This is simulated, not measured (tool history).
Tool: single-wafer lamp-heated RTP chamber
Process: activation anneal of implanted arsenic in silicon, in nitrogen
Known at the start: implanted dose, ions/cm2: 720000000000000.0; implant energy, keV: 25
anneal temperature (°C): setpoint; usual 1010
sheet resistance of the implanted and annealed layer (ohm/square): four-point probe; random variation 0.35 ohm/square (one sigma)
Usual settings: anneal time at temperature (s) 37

run,day,anneal temperature (°C),anneal time at temperature (s),wafers since the last listed run,wafers since the last pyrometer calibration,wafers since the reflector plate was cleaned,hours since the gauge calibration,"read-back reference wafer on the same gauge, sheet resistance",sheet resistance of the implanted and annealed layer (ohm/square)
1,0,1010,37,0,375,6014,1171.5,162.06,149.43
2,4.092,1010,37,1437,1813,7451,1269.7,161.86,149.99
# day 7.758: reflector plate cleaned
3,7.779,1010,54,1178,2991,7,1358.2,162.02,147.79
4,10.875,1010,37,1087,4079,1094,1432.5,161.78,150.24
5,14.55,1032,37,1291,5370,2386,1520.7,162.14,146.63
# day 25: pyrometer window cleaned and pyrometer calibrated
6,27.367,1032,37,4386,832,6772,1828.3,161.9,146.18
7,31.854,1032,37,1576,2408,8348,1936,161.73,145.77
8,33.775,1010,37,674,3083,9023,1982.1,162.1,148.55
9,35.388,1010,37,566,3650,9590,2020.8,162.17,148.73
10,38.229,1010,37,998,4648,10588,2089,162.07,148.55
# day 40.208: reflector plate cleaned
11,41.088,1018,37,887,5535,309,2157.6,161.92,148.62
12,42.608,1010,37,534,6070,843,2194.1,162.18,149.44
# day 53.433: pyrometer window cleaned and pyrometer calibrated
13,55.183,1010,37,4301,614,5144,2495.9,161.9,149.76
14,59.362,1010,37,1468,2082,6613,2596.2,162.03,148.82
15,63.725,1010,22,1532,3615,8145,2700.9,161.9,152.6
16,66.542,1010,22,989,4605,9135,2768.5,161.99,151.56
# day 69.862: reflector plate cleaned
17,70.875,998,45,1405,6010,356,2872.5,161.98,150.15
18,72.658,1010,37,626,6637,982,2915.3,161.93,149.34
19,74.733,1010,37,729,7366,1711,2965.1,161.92,149.89
# day 78.608: pyrometer window cleaned and pyrometer calibrated
20,79.125,1010,37,1425,181,3137,3070.5,162.01,149.88
21,83.088,1023,20,1392,1574,4529,3165.6,161.91,151.59
22,85.288,1010,37,772,2347,5302,3218.4,162.11,149.27
23,88.188,981,16,1018,3365,6321,3288,162.03,158.48
# day 96.004: gauge calibrated
# day 98.233: reflector plate cleaned
24,99.9,983,58,3998,7364,585,93.5,162.16,150.73
25,102.25,1030,26,825,8189,1411,149.9,162.02,148.77
26,104.667,1023,20,849,9038,2260,207.9,161.91,151.82
27,106.692,1010,17,711,9750,2972,256.5,162,154.47
# day 108.654: pyrometer window cleaned and pyrometer calibrated
28,109.012,1018,44,698,126,3670,312.2,162.07,147.9
29,111.783,1010,37,973,1099,4644,378.7,161.94,149.22
30,115.671,1010,24,1365,2465,6009,472,162.02,151.27
31,117.942,1010,37,797,3263,6807,526.5,162.11,149.61
32,121.308,1020,29,1182,4446,7990,607.3,162.05,149.04
33,123.675,1010,31,831,5278,8822,664.1,161.86,150.03
# day 126.104: reflector plate cleaned
34,128.167,993,37,1461,6739,724,771.9,162.01,152.38
35,132.462,1019,29,1509,8248,2233,875,162.04,149.92
36,135.6,1030,19,1102,9350,3336,950.3,161.98,151.04
# day 138.808: pyrometer window cleaned and pyrometer calibrated
37,139.425,1040,48,1226,217,4563,1042.1,162.05,143.6

Forecast each of these 3 alternatives for the next run:
A,139.442,989,37,5,223,4568,1042.5,?,?
B,139.442,1023,37,5,223,4568,1042.5,?,?
C,139.442,985,55,5,223,4568,1042.5,?,?

run,"read-back reference wafer on the same gauge, sheet resistance",sheet resistance of the implanted and annealed layer (ohm/square)
A,162.09,152.89
B,162.09,147.89
C,162.09,151.02
Without the tool's hidden state the same runs would have given:
run,sheet resistance of the implanted and annealed layer (ohm/square)
A,153.17
B,148.15
C,151.3

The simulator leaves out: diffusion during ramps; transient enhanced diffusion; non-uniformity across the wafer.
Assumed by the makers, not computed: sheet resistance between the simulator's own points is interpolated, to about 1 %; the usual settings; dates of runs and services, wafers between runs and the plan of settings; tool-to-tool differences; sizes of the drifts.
